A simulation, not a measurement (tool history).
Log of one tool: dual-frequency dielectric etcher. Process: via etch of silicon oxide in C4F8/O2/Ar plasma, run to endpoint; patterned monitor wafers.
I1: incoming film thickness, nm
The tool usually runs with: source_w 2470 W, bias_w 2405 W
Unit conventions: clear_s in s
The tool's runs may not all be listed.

run 1 hour=0 | source_w=2470 bias_w=2405 | I1=1111.3 | clear_s=194.9
run 2 hour=183.7 | source_w=2470 bias_w=2405 | I1=1100 | clear_s=197.2
run 3 hour=240.6 | source_w=2950 bias_w=2405 | I1=1107.4 | clear_s=178.1
run 4 hour=289.2 | source_w=2470 bias_w=2405 | I1=1111.2 | clear_s=198.6
-- hour=368.9 wet clean of the chamber
run 5 hour=369.4 | source_w=2470 bias_w=2405 | I1=1106.4 | clear_s=189.9
run 6 hour=416.5 | source_w=2220 bias_w=2405 | I1=1102.9 | clear_s=205.9
run 7 hour=478.7 | source_w=2220 bias_w=2405 | I1=1105.6 | clear_s=209.6
run 8 hour=533.6 | source_w=1990 bias_w=2405 | I1=1115 | clear_s=227.1
run 9 hour=598.3 | source_w=2470 bias_w=2077 | I1=1092.2 | clear_s=200.9
run 10 hour=641.2 | source_w=2470 bias_w=2077 | I1=1113.6 | clear_s=203.3
run 11 hour=726.1 | source_w=2470 bias_w=2405 | I1=1101.1 | clear_s=197.9
-- hour=785 upper electrode replaced, of another model than before
-- hour=801.9 source power generator calibrated
run 12 hour=832.6 | source_w=2470 bias_w=2405 | I1=1100.3 | clear_s=199
run 13 hour=907.9 | source_w=2980 bias_w=2814 | I1=1110.1 | clear_s=159.4
-- hour=948.1 wet clean of the chamber
run 14 hour=999 | source_w=2100 bias_w=2989 | I1=1119.9 | clear_s=212.8
-- hour=1053.5 bias power generator calibrated
run 15 hour=1072.5 | source_w=3050 bias_w=2405 | I1=1100.6 | clear_s=154.1
run 16 hour=1157.5 | source_w=2110 bias_w=1817 | I1=1107.3 | clear_s=270.1
run 17 hour=1248.3 | source_w=2470 bias_w=2755 | I1=1102.9 | clear_s=182.2
run 18 hour=1288.1 | source_w=2930 bias_w=2999 | I1=1115.8 | clear_s=153.9
run 19 hour=1453.1 | source_w=1930 bias_w=2018 | I1=1103.8 | clear_s=306.1
run 20 hour=1533 | source_w=2850 bias_w=2405 | I1=1101.2 | clear_s=175.2
-- hour=1563.4 wet clean of the chamber
run 21 hour=1582.7 | source_w=2090 bias_w=2869 | I1=1097.6 | clear_s=212.3

Results per run with the tool's hidden condition removed, run-to-run variation unchanged:
The hidden state here: etch rate over this chamber's usual, %; source power that arrives over what is set, %; bias power that arrives over what is set, %.
run=1 clear_s=191.2
run=2 clear_s=190.1
run=3 clear_s=170.7
run=4 clear_s=189.5
run=5 clear_s=188.4
run=6 clear_s=203.4
run=7 clear_s=205.9
run=8 clear_s=221.9
run=9 clear_s=195.1
run=10 clear_s=196.6
run=11 clear_s=189.8
run=12 clear_s=188.9
run=13 clear_s=150.2
run=14 clear_s=212.7
run=15 clear_s=153
run=16 clear_s=266.1
run=17 clear_s=177.9
run=18 clear_s=149.7
run=19 clear_s=293.1
run=20 clear_s=166.5
run=21 clear_s=213.5
